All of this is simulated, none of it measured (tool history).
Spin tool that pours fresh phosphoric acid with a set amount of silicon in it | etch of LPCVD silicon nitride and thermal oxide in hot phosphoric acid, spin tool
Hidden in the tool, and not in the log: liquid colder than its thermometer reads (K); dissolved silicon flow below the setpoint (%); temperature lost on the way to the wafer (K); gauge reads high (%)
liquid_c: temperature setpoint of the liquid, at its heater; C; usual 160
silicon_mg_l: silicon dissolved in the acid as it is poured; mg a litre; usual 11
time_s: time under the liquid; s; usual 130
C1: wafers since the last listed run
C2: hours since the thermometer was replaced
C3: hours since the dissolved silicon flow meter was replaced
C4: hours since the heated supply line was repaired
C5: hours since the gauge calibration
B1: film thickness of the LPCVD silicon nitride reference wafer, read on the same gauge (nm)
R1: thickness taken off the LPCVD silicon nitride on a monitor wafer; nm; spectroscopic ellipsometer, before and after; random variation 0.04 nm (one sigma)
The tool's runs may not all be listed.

run 1 day=0 | liquid_c=160 silicon_mg_l=11 time_s=190 | C1=0 C2=1522.9 C3=282.5 C4=603.1 C5=658.9 | B1=130 | R1=18.4
run 2 day=1.454 | liquid_c=160 silicon_mg_l=15 time_s=130 | C1=377 C2=1557.8 C3=317.4 C4=638 C5=693.8 | B1=130.01 | R1=12.57
run 3 day=2.667 | liquid_c=160 silicon_mg_l=15 time_s=130 | C1=314 C2=1586.9 C3=346.5 C4=667.1 C5=722.9 | B1=130.02 | R1=12.46
-- day=2.988 thermometer replaced
run 4 day=3.575 | liquid_c=160 silicon_mg_l=15 time_s=130 | C1=224 C2=14.1 C3=368.3 C4=688.9 C5=744.7 | B1=129.99 | R1=12.46
run 5 day=4.858 | liquid_c=161 silicon_mg_l=11 time_s=130 | C1=332 C2=44.9 C3=399.1 C4=719.7 C5=775.5 | B1=129.99 | R1=13.02
run 6 day=6.15 | liquid_c=158 silicon_mg_l=11 time_s=130 | C1=334 C2=75.9 C3=430.1 C4=750.7 C5=806.5 | B1=129.98 | R1=11.75
-- day=6.617 heated supply line repaired
run 7 day=6.996 | liquid_c=160 silicon_mg_l=11 time_s=130 | C1=208 C2=96.2 C3=450.4 C4=9.1 C5=826.8 | B1=130.01 | R1=12.53
run 8 day=10.958 | liquid_c=160 silicon_mg_l=11 time_s=130 | C1=1027 C2=191.3 C3=545.5 C4=104.2 C5=921.9 | B1=129.98 | R1=12.56
run 9 day=11.604 | liquid_c=157.5 silicon_mg_l=6.5 time_s=200 | C1=167 C2=206.8 C3=561 C4=119.7 C5=937.4 | B1=130.01 | R1=17.81
-- day=11.771 gauge calibrated
run 10 day=12.475 | liquid_c=160 silicon_mg_l=11 time_s=130 | C1=225 C2=227.7 C3=581.9 C4=140.6 C5=16.9 | B1=130.01 | R1=12.61
run 11 day=13.788 | liquid_c=160 silicon_mg_l=11 time_s=130 | C1=340 C2=259.2 C3=613.4 C4=172.1 C5=48.4 | B1=129.99 | R1=12.5
run 12 day=14.721 | liquid_c=162 silicon_mg_l=19 time_s=105 | C1=242 C2=281.6 C3=635.8 C4=194.5 C5=70.8 | B1=130.04 | R1=10.83
run 13 day=15.246 | liquid_c=159 silicon_mg_l=6.5 time_s=170 | C1=136 C2=294.2 C3=648.4 C4=207.1 C5=83.4 | B1=130.02 | R1=15.85
run 14 day=16.588 | liquid_c=161 silicon_mg_l=19 time_s=170 | C1=347 C2=326.4 C3=680.6 C4=239.3 C5=115.6 | B1=130.01 | R1=17.03
-- day=16.975 dissolved silicon flow meter replaced
run 15 day=17.95 | liquid_c=160 silicon_mg_l=11 time_s=95 | C1=342 C2=359.1 C3=23.4 C4=272 C5=148.3 | B1=129.98 | R1=9.2
run 16 day=19.25 | liquid_c=160 silicon_mg_l=11 time_s=100 | C1=337 C2=390.3 C3=54.6 C4=303.2 C5=179.5 | B1=130.03 | R1=9.61
run 17 day=20.508 | liquid_c=160 silicon_mg_l=3 time_s=165 | C1=326 C2=420.5 C3=84.8 C4=333.4 C5=209.7 | B1=130.03 | R1=15.88
run 18 day=21.408 | liquid_c=160 silicon_mg_l=6 time_s=130 | C1=233 C2=442.1 C3=106.4 C4=355 C5=231.3 | B1=130.02 | R1=12.58
run 19 day=21.946 | liquid_c=162.5 silicon_mg_l=17 time_s=200 | C1=139 C2=455 C3=119.3 C4=367.9 C5=244.2 | B1=130 | R1=21.02

Run 20 comes next. What will it give?
run 20 day=23.217 | liquid_c=160 silicon_mg_l=18.5 time_s=130 | C1=329 C2=485.5 C3=149.8 C4=398.4 C5=274.7 | B1=? | R1=?

Run 20 gave B1 129.99, R1 12.53 nm.
Without the tool's hidden state the same run would have given R1 12.53 nm.
